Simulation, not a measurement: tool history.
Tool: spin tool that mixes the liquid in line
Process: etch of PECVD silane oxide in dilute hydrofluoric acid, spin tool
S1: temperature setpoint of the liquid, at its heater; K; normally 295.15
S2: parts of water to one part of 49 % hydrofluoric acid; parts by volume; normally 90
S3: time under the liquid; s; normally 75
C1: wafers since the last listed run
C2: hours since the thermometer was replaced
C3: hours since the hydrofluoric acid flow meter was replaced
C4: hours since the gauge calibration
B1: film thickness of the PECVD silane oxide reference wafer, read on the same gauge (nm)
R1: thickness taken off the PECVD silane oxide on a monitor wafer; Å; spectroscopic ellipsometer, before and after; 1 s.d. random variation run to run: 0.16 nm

| run | hour | S1 | S2 | S3 | C1 | C2 | C3 | C4 | B1 | R1 |
|---|---|---|---|---|---|---|---|---|---|---|
| 1 | 0.0 | 295.15 | 90 | 75 | 0 | 1920.2 | 2163.6 | 222.9 | 110.02 | 221.3 |
| 2 | 30.9 | 295.15 | 90 | 75 | 499 | 1951.1 | 2194.5 | 253.8 | 110.01 | 222.1 |
| 3 | 60.5 | 295.15 | 90 | 75 | 478 | 1980.7 | 2224.1 | 283.4 | 109.99 | 222.9 |
| 4 | 92.6 | 295.15 | 90 | 75 | 518 | 2012.8 | 2256.2 | 315.5 | 110.00 | 223.3 |
| 5 | 131.6 | 293.65 | 90 | 105 | 630 | 2051.8 | 2295.2 | 354.5 | 109.98 | 299.2 |
| 6 | 164.8 | 293.65 | 90 | 105 | 536 | 2085.0 | 2328.4 | 387.7 | 110.00 | 294.0 |
| 7 | 206.0 | 295.15 | 90 | 85 | 665 | 2126.2 | 2369.6 | 428.9 | 109.99 | 258.1 |
| 8 | 272.4 | 295.15 | 90 | 85 | 1073 | 2192.6 | 2436.0 | 495.3 | 109.98 | 257.0 |
| 9 | 340.4 | 291.65 | 90 | 75 | 1099 | 2260.6 | 2504.0 | 563.3 | 110.02 | 196.9 |
|  | 353.7 | hydrofluoric acid flow meter replaced |
| 10 | 386.6 | 292.65 | 70 | 40 | 730 | 2306.8 | 32.9 | 609.5 | 110.01 | 125.9 |
| 11 | 431.0 | 297.15 | 130 | 75 | 717 | 2351.2 | 77.3 | 653.9 | 110.00 | 140.4 |
|  | 467.4 | thermometer replaced |
|  | 583.6 | gauge calibrated |
| 12 | 642.8 | 295.15 | 90 | 75 | 3407 | 175.4 | 289.1 | 59.2 | 110.00 | 198.8 |
| 13 | 673.4 | 297.15 | 90 | 75 | 494 | 206.0 | 319.7 | 89.8 | 110.02 | 217.1 |
| 14 | 722.8 | 291.15 | 90 | 90 | 798 | 255.4 | 369.1 | 139.2 | 110.00 | 207.6 |
| 15 | 772.9 | 298.65 | 45 | 75 | 809 | 305.5 | 419.2 | 189.3 | 109.98 | 492.7 |
| 16 | 825.2 | 291.15 | 110 | 115 | 845 | 357.8 | 471.5 | 241.6 | 110.01 | 211.8 |
| 17 | 934.2 | 292.65 | 90 | 75 | 1761 | 466.8 | 580.5 | 350.6 | 109.99 | 183.4 |
| 18 | 986.7 | 295.15 | 90 | 75 | 848 | 519.3 | 633.0 | 403.1 | 110.00 | 204.5 |

Consider 3 possible next runs. They are alternatives, not a sequence: every one starts from the tool as it was left by run 18. What does each give?
| A | 987.1 | 295.15 | 90 | 95 | 6 | 519.7 | 633.4 | 403.5 | ? | ? |
| B | 987.1 | 299.15 | 90 | 95 | 6 | 519.7 | 633.4 | 403.5 | ? | ? |
| C | 987.1 | 295.15 | 80 | 55 | 6 | 519.7 | 633.4 | 403.5 | ? | ? |

| run | B1 | R1 |
|---|---|---|
| A | 110.03 | 257.9 |
| B | 110.03 | 302.6 |
| C | 110.03 | 169.9 |
Stripped of hidden state, with their random variation kept, the same runs would have yielded:
| run | R1 |
|---|---|
| A | 248.8 |
| B | 291.9 |
| C | 164.0 |
